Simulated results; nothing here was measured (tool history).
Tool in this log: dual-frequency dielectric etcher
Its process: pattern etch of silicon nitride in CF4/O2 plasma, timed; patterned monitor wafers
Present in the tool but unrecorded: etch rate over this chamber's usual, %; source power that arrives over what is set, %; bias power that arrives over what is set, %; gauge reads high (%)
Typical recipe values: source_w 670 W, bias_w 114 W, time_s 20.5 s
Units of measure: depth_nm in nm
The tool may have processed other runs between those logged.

run    hour  source_w  bias_w  time_s  wafers since the last listed run  hours since the last wet clean  hours since the last source power generator calibration  hours since the last bias power generator calibration  hours since the last upper electrode change  hours since the gauge calibration  read-back reference wafer on the same gauge, depth_nm  depth_nm
  1       0       670     114    20.5                                 0                           109.9                                                   3230.5                                                 4558.8                                       3076.1                              343.7                                                  47.66      42.5
  2    88.9       670     114    20.5                              1405                           198.8                                                   3319.4                                                 4647.7                                         3165                              432.6                                                  47.58     42.26
  3   178.1       670     114    20.5                              1410                             288                                                   3408.6                                                 4736.9                                       3254.2                              521.8                                                  47.63     42.52
      418.7  -- wet clean of the chamber
  4   482.8       670     114    20.5                              4438                            64.1                                                   3713.3                                                 5041.6                                       3558.9                              826.5                                                  47.59     41.68
  5   570.5       670     114    20.5                              1386                           151.8                                                     3801                                                 5129.3                                       3646.6                              914.2                                                  47.62     41.91
  6   628.2       670     128    20.5                               912                           209.5                                                   3858.7                                                   5187                                       3704.3                              971.9                                                  47.63     43.81
      676.4  -- bias power generator calibrated
  7   709.9       670     128    20.5                              1228                           291.2                                                   3940.4                                                   33.5                                         3786                             1053.6                                                  47.61     43.94
  8   764.7       670     128    20.5                               866                             346                                                   3995.2                                                   88.3                                       3840.8                             1108.4                                                  47.57     44.05
      793.5  -- upper electrode replaced
  9   850.1       670     114    20.5                               970                           431.4                                                   4080.6                                                  173.7                                         56.6                             1193.8                                                   47.6     42.77
 10   941.4       770      92    24.5                              1443                           522.7                                                   4171.9                                                    265                                        147.9                             1285.1                                                  47.58     51.04
        967  -- source power generator calibrated
 11     980       770      92    24.5                               547                           561.3                                                       13                                                  303.6                                        186.5                             1323.7                                                  47.56     50.88
     1006.3  -- gauge calibrated
     1070.6  -- wet clean of the chamber
 12  1071.1       740      92    25.5                              1060                             0.5                                                    104.1                                                  394.7                                        277.6                               64.8                                                   47.6     50.93
 13  1100.1       670     114    15.5                               458                            29.5                                                    133.1                                                  423.7                                        306.6                               93.8                                                  47.63     31.57
 14  1147.1       590     126    26.5                               743                            76.5                                                    180.1                                                  470.7                                        353.6                              140.8                                                   47.6     52.08
 15  1184.9       820     134      18                               597                           114.3                                                    217.9                                                  508.5                                        391.4                              178.6                                                  47.58     44.33
 16  1234.8       670     103    20.5                               788                           164.2                                                    267.8                                                  558.4                                        441.3                              228.5                                                  47.58     40.72
 17  1295.8       610     130    20.5                               964                           225.2                                                    328.8                                                  619.4                                        502.3                              289.5                                                  47.62     41.91
 18  1350.5       670     114    17.5                               864                           279.9                                                    383.5                                                  674.1                                          557                              344.2                                                   47.6     36.17

Below are 4 alternative next runs, each starting from the tool's condition after run 18. Predict each:
  A  1350.9       590     114    20.5                                 6                           280.3                                                    383.9                                                  674.5                                        557.4                              344.6                                                      ?         ?
  B  1350.9       820     125      15                                 6                           280.3                                                    383.9                                                  674.5                                        557.4                              344.6                                                      ?         ?
  C  1350.9       540     114    20.5                                 6                           280.3                                                    383.9                                                  674.5                                        557.4                              344.6                                                      ?         ?
  D  1350.9       670     134    20.5                                 6                           280.3                                                    383.9                                                  674.5                                        557.4                              344.6                                                      ?         ?

run  read-back reference wafer on the same gauge, depth_nm  depth_nm
  A                                                  47.59     39.52
  B                                                  47.59     36.41
  C                                                  47.59     37.62
  D                                                  47.59     45.15
Without the tool's unlogged condition, the same runs would have read:
run  depth_nm
  A        39
  B     35.93
  C     37.12
  D     44.56

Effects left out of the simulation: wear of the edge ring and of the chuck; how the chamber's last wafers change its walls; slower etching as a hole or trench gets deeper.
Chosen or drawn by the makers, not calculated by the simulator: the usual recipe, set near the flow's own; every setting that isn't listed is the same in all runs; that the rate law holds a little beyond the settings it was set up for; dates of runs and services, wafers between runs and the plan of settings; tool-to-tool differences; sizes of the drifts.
